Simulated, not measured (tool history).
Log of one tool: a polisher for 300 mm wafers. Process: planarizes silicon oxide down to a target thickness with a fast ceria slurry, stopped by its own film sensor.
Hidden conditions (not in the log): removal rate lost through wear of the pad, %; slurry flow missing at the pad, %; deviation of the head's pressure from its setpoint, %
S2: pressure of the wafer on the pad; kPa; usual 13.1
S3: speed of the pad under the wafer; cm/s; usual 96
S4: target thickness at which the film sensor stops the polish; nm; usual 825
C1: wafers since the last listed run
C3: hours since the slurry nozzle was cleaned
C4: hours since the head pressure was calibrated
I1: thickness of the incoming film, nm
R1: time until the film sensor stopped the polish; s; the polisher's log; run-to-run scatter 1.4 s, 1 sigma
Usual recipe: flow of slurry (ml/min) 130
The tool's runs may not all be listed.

Run 1, hour 0.0: usual settings; C1 0; wafers polished on this pad 117; C3 610.4; C4 316.9; I1 1796.7. Result: R1 92.5 s.
Run 2, hour 14.7: usual settings but S3 120 cm/s; C1 171; wafers polished on this pad 289; C3 625.1; C4 331.6; I1 1790.8. Result: R1 75.0 s.
Run 3, hour 29.7: usual settings but S3 120 cm/s; C1 175; wafers polished on this pad 464; C3 640.1; C4 346.6; I1 1779.5. Result: R1 74.5 s.
Run 4, hour 36.6: usual settings but S2 16.5 kPa, S4 970 nm; C1 80; wafers polished on this pad 545; C3 647.0; C4 353.5; I1 1759.4. Result: R1 61.3 s.
Run 5, hour 49.9: usual settings but S2 16.5 kPa, S4 970 nm; C1 155; wafers polished on this pad 700; C3 660.3; C4 366.8; I1 1789.6. Result: R1 62.3 s.
Run 6, hour 65.7: usual settings but S2 16.5 kPa, S4 970 nm; C1 184; wafers polished on this pad 885; C3 676.1; C4 382.6; I1 1815.0. Result: R1 64.4 s.
At hour 70.1: worn pad replaced by a new one.
Run 7, hour 116.2: usual settings; C1 543; wafers polished on this pad 538; C3 726.6; C4 433.1; I1 1770.1. Result: R1 93.8 s.
Run 8, hour 131.2: usual settings; C1 175; wafers polished on this pad 713; C3 741.6; C4 448.1; I1 1761.4. Result: R1 92.2 s.
Run 9, hour 145.3: usual settings; C1 164; wafers polished on this pad 878; C3 755.7; C4 462.2; I1 1805.8. Result: R1 100.2 s.
Run 10, hour 153.6: usual settings but flow of slurry (ml/min) 95; C1 96; wafers polished on this pad 975; C3 764.0; C4 470.5; I1 1781.2. Result: R1 107.6 s.
At hour 163.1: worn pad replaced by a new one.
Run 11, hour 166.3: usual settings; C1 101; wafers polished on this pad 37; C3 776.7; C4 483.2; I1 1777.7. Result: R1 99.5 s.
Run 12, hour 182.4: usual settings; C1 188; wafers polished on this pad 225; C3 792.8; C4 499.3; I1 1769.7. Result: R1 95.5 s.
At hour 210.0: slurry nozzle cleaned.
Run 13, hour 211.2: usual settings but S2 16.5 kPa, S4 970 nm; C1 324; wafers polished on this pad 550; C3 1.2; C4 528.1; I1 1825.1. Result: R1 59.9 s.
Run 14, hour 225.8: usual settings but flow of slurry (ml/min) 170, S2 11.0 kPa, S3 112 cm/s, S4 668 nm; C1 170; wafers polished on this pad 721; C3 15.8; C4 542.7; I1 1792.1. Result: R1 96.6 s.
At hour 234.0: worn pad replaced by a new one.
Run 15, hour 234.8: usual settings but S3 120 cm/s, S4 917 nm; C1 58; wafers polished on this pad 9; C3 24.8; C4 551.7; I1 1761.4. Result: R1 59.5 s.
Run 16, hour 241.5: usual settings but flow of slurry (ml/min) 160, S3 76 cm/s, S4 968 nm; C1 78; wafers polished on this pad 88; C3 31.5; C4 558.4; I1 1803.2. Result: R1 88.9 s.
Run 17, hour 258.1: usual settings but flow of slurry (ml/min) 160, S4 678 nm; C1 193; wafers polished on this pad 282; C3 48.1; C4 575.0; I1 1807.1. Result: R1 96.3 s.
Run 18, hour 274.9: usual settings; C1 196; wafers polished on this pad 478; C3 64.9; C4 591.8; I1 1785.2. Result: R1 84.1 s.
Run 19, hour 284.5: usual settings but S3 116 cm/s; C1 112; wafers polished on this pad 590; C3 74.5; C4 601.4; I1 1811.7. Result: R1 72.8 s.
At hour 297.9: head pressure recalibrated.
Run 20, hour 302.2: usual settings but flow of slurry (ml/min) 160, S3 64 cm/s; C1 183; wafers polished on this pad 774; C3 92.2; C4 4.3; I1 1807.0. Result: R1 118.8 s.
At hour 312.8: worn pad replaced by a new one.
Run 21, hour 316.2: usual settings but flow of slurry (ml/min) 100, S4 672 nm; C1 116; wafers polished on this pad 39; C3 106.2; C4 18.3; I1 1770.2. Result: R1 99.7 s.

Forecast run 22:
Run 22, hour 333.8: usual settings but flow of slurry (ml/min) 85, S3 86 cm/s; C1 205; wafers polished on this pad 245; C3 123.8; C4 35.9; I1 1786.0. Result: R1 ?.

R1: 100.6 s
Without the tool's hidden state the same run would have given R1 99.2 s.

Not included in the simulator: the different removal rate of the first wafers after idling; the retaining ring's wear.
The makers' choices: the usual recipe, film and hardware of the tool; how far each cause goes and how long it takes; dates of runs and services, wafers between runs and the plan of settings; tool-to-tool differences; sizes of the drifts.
